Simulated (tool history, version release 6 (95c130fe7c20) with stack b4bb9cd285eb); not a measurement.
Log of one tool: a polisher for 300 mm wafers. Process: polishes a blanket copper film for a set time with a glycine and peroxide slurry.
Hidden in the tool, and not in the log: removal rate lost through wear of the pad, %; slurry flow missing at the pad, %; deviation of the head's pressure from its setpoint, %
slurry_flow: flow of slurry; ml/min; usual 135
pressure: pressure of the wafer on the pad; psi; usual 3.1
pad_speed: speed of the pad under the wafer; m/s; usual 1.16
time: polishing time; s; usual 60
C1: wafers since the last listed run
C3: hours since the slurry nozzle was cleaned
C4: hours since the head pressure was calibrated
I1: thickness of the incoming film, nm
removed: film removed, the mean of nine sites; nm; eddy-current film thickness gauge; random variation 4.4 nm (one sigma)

{"run": 1, "hour": 0.0, "slurry_flow": 135, "pressure": 3.1, "pad_speed": 1.16, "time": 50, "C1": 0, "wafers polished on this pad": 1013, "C3": 229.2, "C4": 277.8, "I1": 1281.2, "removed": 299.7}
{"run": 2, "hour": 15.9, "slurry_flow": 135, "pressure": 3.1, "pad_speed": 1.16, "time": 50, "C1": 113, "wafers polished on this pad": 1127, "C3": 245.1, "C4": 293.7, "I1": 1286.3, "removed": 301.3}
{"hour": 30.1, "done": "worn pad replaced by a new one"}
{"run": 3, "hour": 30.6, "slurry_flow": 135, "pressure": 3.1, "pad_speed": 1.16, "time": 50, "C1": 76, "wafers polished on this pad": 3, "C3": 259.8, "C4": 308.4, "I1": 1297.2, "removed": 306.7}
{"run": 4, "hour": 45.0, "slurry_flow": 135, "pressure": 3.4, "pad_speed": 1.16, "time": 60, "C1": 102, "wafers polished on this pad": 106, "C3": 274.2, "C4": 322.8, "I1": 1293.3, "removed": 387.5}
{"run": 5, "hour": 56.7, "slurry_flow": 135, "pressure": 3.4, "pad_speed": 1.16, "time": 60, "C1": 83, "wafers polished on this pad": 189, "C3": 285.9, "C4": 334.5, "I1": 1309.6, "removed": 396.7}
{"run": 6, "hour": 65.3, "slurry_flow": 135, "pressure": 3.4, "pad_speed": 1.16, "time": 60, "C1": 61, "wafers polished on this pad": 251, "C3": 294.5, "C4": 343.1, "I1": 1307.8, "removed": 402.3}
{"run": 7, "hour": 71.8, "slurry_flow": 135, "pressure": 3.1, "pad_speed": 1.16, "time": 60, "C1": 46, "wafers polished on this pad": 297, "C3": 301, "C4": 349.6, "I1": 1329.6, "removed": 363.7}
{"run": 8, "hour": 81.3, "slurry_flow": 145, "pressure": 3.1, "pad_speed": 1.16, "time": 60, "C1": 67, "wafers polished on this pad": 365, "C3": 310.5, "C4": 359.1, "I1": 1305.1, "removed": 367.9}
{"run": 9, "hour": 91.5, "slurry_flow": 135, "pressure": 3.1, "pad_speed": 1.16, "time": 60, "C1": 72, "wafers polished on this pad": 438, "C3": 320.7, "C4": 369.3, "I1": 1314.1, "removed": 360}
{"run": 10, "hour": 104.6, "slurry_flow": 135, "pressure": 3.1, "pad_speed": 1.16, "time": 60, "C1": 93, "wafers polished on this pad": 531, "C3": 333.8, "C4": 382.4, "I1": 1328.7, "removed": 363.5}
{"run": 11, "hour": 111.6, "slurry_flow": 135, "pressure": 3.1, "pad_speed": 1.16, "time": 60, "C1": 49, "wafers polished on this pad": 581, "C3": 340.8, "C4": 389.4, "I1": 1309.5, "removed": 357.3}
{"run": 12, "hour": 123.8, "slurry_flow": 135, "pressure": 3.1, "pad_speed": 1.16, "time": 60, "C1": 87, "wafers polished on this pad": 669, "C3": 353, "C4": 401.6, "I1": 1324, "removed": 368}
{"hour": 129.7, "done": "slurry nozzle cleaned"}
{"run": 13, "hour": 130.3, "slurry_flow": 145, "pressure": 3.7, "pad_speed": 0.76, "time": 68, "C1": 39, "wafers polished on this pad": 708, "C3": 0.6, "C4": 408.1, "I1": 1318.9, "removed": 335}
{"run": 14, "hour": 142.9, "slurry_flow": 135, "pressure": 3.1, "pad_speed": 1.16, "time": 70, "C1": 89, "wafers polished on this pad": 798, "C3": 13.2, "C4": 420.7, "I1": 1305.6, "removed": 372.5}
{"run": 15, "hour": 150.2, "slurry_flow": 135, "pressure": 3.1, "pad_speed": 1.16, "time": 60, "C1": 52, "wafers polished on this pad": 850, "C3": 20.5, "C4": 428, "I1": 1319.7, "removed": 328.4}
{"run": 16, "hour": 162.7, "slurry_flow": 125, "pressure": 3.4, "pad_speed": 1.44, "time": 70, "C1": 89, "wafers polished on this pad": 939, "C3": 33, "C4": 440.5, "I1": 1301.9, "removed": 463.7}
{"run": 17, "hour": 176.5, "slurry_flow": 120, "pressure": 2.2, "pad_speed": 1.16, "time": 60, "C1": 98, "wafers polished on this pad": 1038, "C3": 46.8, "C4": 454.3, "I1": 1299.4, "removed": 228.5}
{"run": 18, "hour": 186.4, "slurry_flow": 135, "pressure": 3.6, "pad_speed": 0.86, "time": 60, "C1": 70, "wafers polished on this pad": 1108, "C3": 56.7, "C4": 464.2, "I1": 1303, "removed": 292.3}
{"hour": 190.2, "done": "head pressure recalibrated"}
{"hour": 196.7, "done": "worn pad replaced by a new one"}
{"run": 19, "hour": 197.2, "slurry_flow": 135, "pressure": 3.1, "pad_speed": 0.86, "time": 60, "C1": 34, "wafers polished on this pad": 3, "C3": 67.5, "C4": 7, "I1": 1307.4, "removed": 255.9}
{"run": 20, "hour": 209.0, "slurry_flow": 135, "pressure": 3.1, "pad_speed": 1.16, "time": 60, "C1": 84, "wafers polished on this pad": 87, "C3": 79.3, "C4": 18.8, "I1": 1317.8, "removed": 313.9}
{"run": 21, "hour": 220.4, "slurry_flow": 115, "pressure": 2.8, "pad_speed": 0.9, "time": 48, "C1": 81, "wafers polished on this pad": 169, "C3": 90.7, "C4": 30.2, "I1": 1300, "removed": 176.1}

Run 22 comes next. What will it give?
{"hour": 231.6, "done": "slurry nozzle cleaned, repeated, since the last time left the tool worse"}
{"run": 22, "hour": 260.2, "slurry_flow": 135, "pressure": 3.1, "pad_speed": 1.16, "time": 60, "C1": 277, "wafers polished on this pad": 446, "C3": 28.6, "C4": 70, "I1": 1295, "removed": "?"}

removed: 375.5 nm
Without the tool's hidden state the same run would have given removed 379.6 nm.
